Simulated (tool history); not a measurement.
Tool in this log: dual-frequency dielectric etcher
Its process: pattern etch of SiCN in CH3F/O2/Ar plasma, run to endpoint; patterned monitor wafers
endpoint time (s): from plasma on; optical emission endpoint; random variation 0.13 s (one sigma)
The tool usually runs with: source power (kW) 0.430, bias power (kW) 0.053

run,hour,source power (kW),bias power (kW),"incoming incoming film thickness, nm",endpoint time (s)
1,0.0,0.430,0.053,11.76,33.1
2,20.2,0.430,0.053,11.82,33.3
3,49.0,0.430,0.053,11.80,33.3
4,80.4,0.430,0.053,11.83,33.6
5,114.4,0.370,0.053,11.83,35.5
# hour 151.2: wet clean of the chamber
6,151.7,0.370,0.053,11.84,34.2
7,152.1,0.370,0.053,11.93,34.6
8,166.7,0.430,0.053,11.83,32.7
9,200.0,0.430,0.053,11.79,32.7
10,229.0,0.430,0.053,11.79,32.5
11,253.1,0.430,0.053,11.80,32.8
12,335.7,0.430,0.053,11.74,33.2
13,356.6,0.430,0.053,11.80,33.0
# hour 379.2: bias power generator calibrated
14,439.4,0.430,0.053,11.83,33.1
15,462.9,0.430,0.053,11.84,33.5
16,477.3,0.350,0.053,11.66,35.4
# hour 503.0: wet clean of the chamber
17,506.1,0.350,0.053,11.88,35.2
# hour 545.9: upper electrode replaced
18,546.4,0.430,0.053,11.87,33.0
19,569.4,0.430,0.053,11.78,32.7
20,604.6,0.430,0.053,11.75,32.8
21,638.0,0.430,0.053,11.95,33.4
22,667.1,0.490,0.066,11.79,28.9
23,685.0,0.370,0.060,11.94,33.5
24,707.2,0.430,0.059,11.80,31.6
25,728.4,0.470,0.046,11.78,34.3
# hour 762.3: source power generator calibrated
26,831.0,0.350,0.046,11.75,38.7
27,862.8,0.430,0.053,11.88,34.1
28,884.3,0.390,0.053,11.81,35.1
29,916.7,0.340,0.047,11.78,39.0
# hour 951.6: wet clean of the chamber
30,952.1,0.340,0.053,11.88,35.2
31,966.7,0.470,0.047,11.88,33.6
32,982.2,0.400,0.060,11.77,31.4
33,998.8,0.430,0.053,11.86,32.6
34,1021.4,0.430,0.053,11.92,32.8

Below, some changes in endpoint time (s) between adjacent runs. For each, the amount present without the hidden state too (settings, incoming material, random variation) and the amount remaining for the hidden state with gauge scatter not shared by both compared results:
What the log doesn't record here: etch rate over this chamber's usual, %; source power that arrives over what is set, %; bias power that arrives over what is set, %.
Run 5 -> 6: wet clean of the chamber. endpoint time (s) -1.3: hidden state -1.3, all else +0.0.
Run 16 -> 17: wet clean of the chamber. endpoint time (s) -0.2: hidden state -0.8, all else +0.6.
Run 21 -> 22: source power (kW) 0.430 -> 0.490, bias power (kW) 0.053 -> 0.066. endpoint time (s) -4.5: hidden state +0.0, all else -4.5.
Run 22 -> 23: source power (kW) 0.490 -> 0.370, bias power (kW) 0.066 -> 0.060. endpoint time (s) +4.6: hidden state +0.1, all else +4.5.
Run 26 -> 27: source power (kW) 0.350 -> 0.430, bias power (kW) 0.046 -> 0.053. endpoint time (s) -4.6: hidden state -0.1, all else -4.5.
Run 29 -> 30: bias power (kW) 0.047 -> 0.053, wet clean of the chamber. endpoint time (s) -3.8: hidden state -1.9, all else -1.9.
